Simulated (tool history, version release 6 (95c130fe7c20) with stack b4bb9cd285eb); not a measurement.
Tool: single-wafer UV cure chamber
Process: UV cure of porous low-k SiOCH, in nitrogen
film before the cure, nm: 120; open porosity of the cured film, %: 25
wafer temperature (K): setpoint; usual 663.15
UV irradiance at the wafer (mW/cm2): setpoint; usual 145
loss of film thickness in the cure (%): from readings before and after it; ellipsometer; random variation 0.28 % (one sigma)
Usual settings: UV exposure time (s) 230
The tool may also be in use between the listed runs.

| run | hour | wafer temperature (K) | UV exposure time (s) | UV irradiance at the wafer (mW/cm2) | wafers since the last listed run | hours since the UV bulbs were replaced | wafers since the quartz window was cleaned | loss of film thickness in the cure (%) |
|---|---|---|---|---|---|---|---|---|
| 1 | 0.0 | 673.15 | 230 | 145 | 0 | 863.1 | 3081 | 16.214 |
|  | 14.6 | quartz window cleaned |
| 2 | 29.7 | 652.15 | 200 | 145 | 342 | 892.8 | 237 | 14.901 |
| 3 | 46.8 | 652.15 | 200 | 145 | 269 | 909.9 | 507 | 14.745 |
| 4 | 80.4 | 652.15 | 200 | 145 | 529 | 943.5 | 1037 | 14.923 |
| 5 | 95.0 | 663.15 | 230 | 154 | 230 | 958.1 | 1267 | 15.850 |
| 6 | 129.6 | 663.15 | 230 | 154 | 545 | 992.7 | 1813 | 16.106 |
| 7 | 155.7 | 663.15 | 230 | 154 | 411 | 1018.8 | 2224 | 15.978 |
|  | 187.5 | UV bulbs replaced |
|  | 192.8 | quartz window cleaned |
| 8 | 193.3 | 663.15 | 230 | 145 | 383 | 5.8 | 8 | 15.544 |
| 9 | 221.7 | 663.15 | 230 | 145 | 447 | 34.2 | 456 | 15.672 |
| 10 | 328.3 | 663.15 | 230 | 145 | 1681 | 140.8 | 2137 | 15.510 |
| 11 | 346.6 | 663.15 | 230 | 145 | 288 | 159.1 | 2426 | 16.557 |
| 12 | 361.1 | 663.15 | 230 | 134 | 228 | 173.6 | 2654 | 15.289 |
|  | 390.7 | quartz window cleaned |
| 13 | 436.5 | 663.15 | 325 | 145 | 1062 | 249.0 | 722 | 17.744 |
| 14 | 450.8 | 663.15 | 230 | 145 | 225 | 263.3 | 948 | 16.086 |
| 15 | 483.9 | 663.15 | 230 | 111 | 522 | 296.4 | 1470 | 14.295 |
| 16 | 516.8 | 651.15 | 160 | 145 | 518 | 329.3 | 1988 | 13.942 |
| 17 | 536.2 | 671.15 | 365 | 156 | 305 | 348.7 | 2294 | 19.056 |
| 18 | 561.7 | 648.15 | 185 | 181 | 402 | 374.2 | 2697 | 15.723 |
|  | 582.0 | quartz window cleaned |
| 19 | 582.5 | 681.15 | 280 | 145 | 201 | 395.0 | 7 | 17.086 |
| 20 | 595.1 | 663.15 | 105 | 145 | 198 | 407.6 | 206 | 11.586 |
| 21 | 619.8 | 650.15 | 115 | 145 | 389 | 432.3 | 596 | 12.172 |

4 ways to go on from here, each from the tool as it stands after run 21. What would each give?
| A | 620.2 | 644.15 | 230 | 145 | 6 | 432.7 | 602 | ? |
| B | 620.2 | 663.15 | 165 | 180 | 6 | 432.7 | 602 | ? |
| C | 620.2 | 663.15 | 230 | 168 | 6 | 432.7 | 602 | ? |
| D | 620.2 | 673.15 | 230 | 174 | 6 | 432.7 | 602 | ? |

| run | loss of film thickness in the cure (%) |
|---|---|
| A | 15.070 |
| B | 14.877 |
| C | 16.206 |
| D | 16.583 |
Without the tool's hidden state the same runs would have given:
| run | loss of film thickness in the cure (%) |
|---|---|
| A | 15.070 |
| B | 14.877 |
| C | 16.206 |
| D | 16.583 |

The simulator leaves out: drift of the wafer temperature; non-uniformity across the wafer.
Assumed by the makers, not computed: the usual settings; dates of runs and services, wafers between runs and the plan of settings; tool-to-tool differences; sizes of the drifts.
